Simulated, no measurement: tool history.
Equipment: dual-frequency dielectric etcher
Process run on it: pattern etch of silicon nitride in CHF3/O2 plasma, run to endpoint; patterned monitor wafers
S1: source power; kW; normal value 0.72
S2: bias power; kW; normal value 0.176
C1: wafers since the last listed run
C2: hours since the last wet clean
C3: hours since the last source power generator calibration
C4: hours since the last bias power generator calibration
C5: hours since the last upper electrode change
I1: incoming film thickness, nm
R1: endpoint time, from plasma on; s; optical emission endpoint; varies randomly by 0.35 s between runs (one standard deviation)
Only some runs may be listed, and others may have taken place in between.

run	hour	S1	S2	C1	C2	C3	C4	C5	I1	R1
1	0	0.76	0.176	0	378.1	3835.9	1967	3299.3	93.8	57
2	26	0.72	0.176	375	404.1	3861.9	1993	3325.3	94.8	59.5
3	56.4	0.72	0.176	439	434.5	3892.3	2023.4	3355.7	94.3	58.4
4	112.4	0.61	0.165	809	490.5	3948.3	2079.4	3411.7	95.3	64.4
5	181.4	0.72	0.176	997	559.5	4017.3	2148.4	3480.7	94.1	59.2
# hour 291.4: source power generator calibrated
# hour 294.4: wet clean of the chamber
# hour 295.4: bias power generator calibrated
6	295.9	0.72	0.164	1540	1.5	4.5	0.5	3595.2	94.9	57.2
7	302.7	0.72	0.176	98	8.3	11.3	7.3	3602	94.8	56.7
8	336.5	0.72	0.149	488	42.1	45.1	41.1	3635.8	94.1	59.1
9	383.9	0.72	0.149	685	89.5	92.5	88.5	3683.2	94.2	59.7
10	450.8	0.72	0.176	967	156.4	159.4	155.4	3750.1	95	56.7
11	477.9	0.81	0.148	391	183.5	186.5	182.5	3777.2	94.6	57.9
12	541.2	0.72	0.176	915	246.8	249.8	245.8	3840.5	93.8	56.5
13	574.1	0.61	0.209	475	279.7	282.7	278.7	3873.4	94.5	57
14	608.4	0.66	0.196	495	314	317	313	3907.7	93.9	56.8
# hour 645.5: upper electrode replaced
15	646	0.79	0.176	196	351.6	354.6	350.6	0.5	95.8	56.7
16	675.6	0.56	0.206	427	381.2	384.2	380.2	30.1	94.8	59.6
17	776.7	0.86	0.132	1461	482.3	485.3	481.3	131.2	95.4	60.2
18	827.7	0.79	0.134	737	533.3	536.3	532.3	182.2	93.7	61
19	855.6	0.6	0.164	403	561.2	564.2	560.2	210.1	94.1	62.9

Each row is a separate what-if for the run after 19, all from the same tool condition, not one after another. Results?
A	856	0.85	0.176	5	561.6	564.6	560.6	210.5	93.2	?
B	856	0.64	0.154	5	561.6	564.6	560.6	210.5	93.2	?
C	856	0.87	0.209	5	561.6	564.6	560.6	210.5	93.2	?
D	856	0.58	0.191	5	561.6	564.6	560.6	210.5	93.2	?
E	856	0.72	0.189	5	561.6	564.6	560.6	210.5	93.2	?

run	R1
A	54.5
B	62.8
C	51.2
D	60.5
E	56.4
Without the tool's hidden state the same runs would have given:
run	R1
A	53
B	61
C	49.7
D	58.8
E	54.9
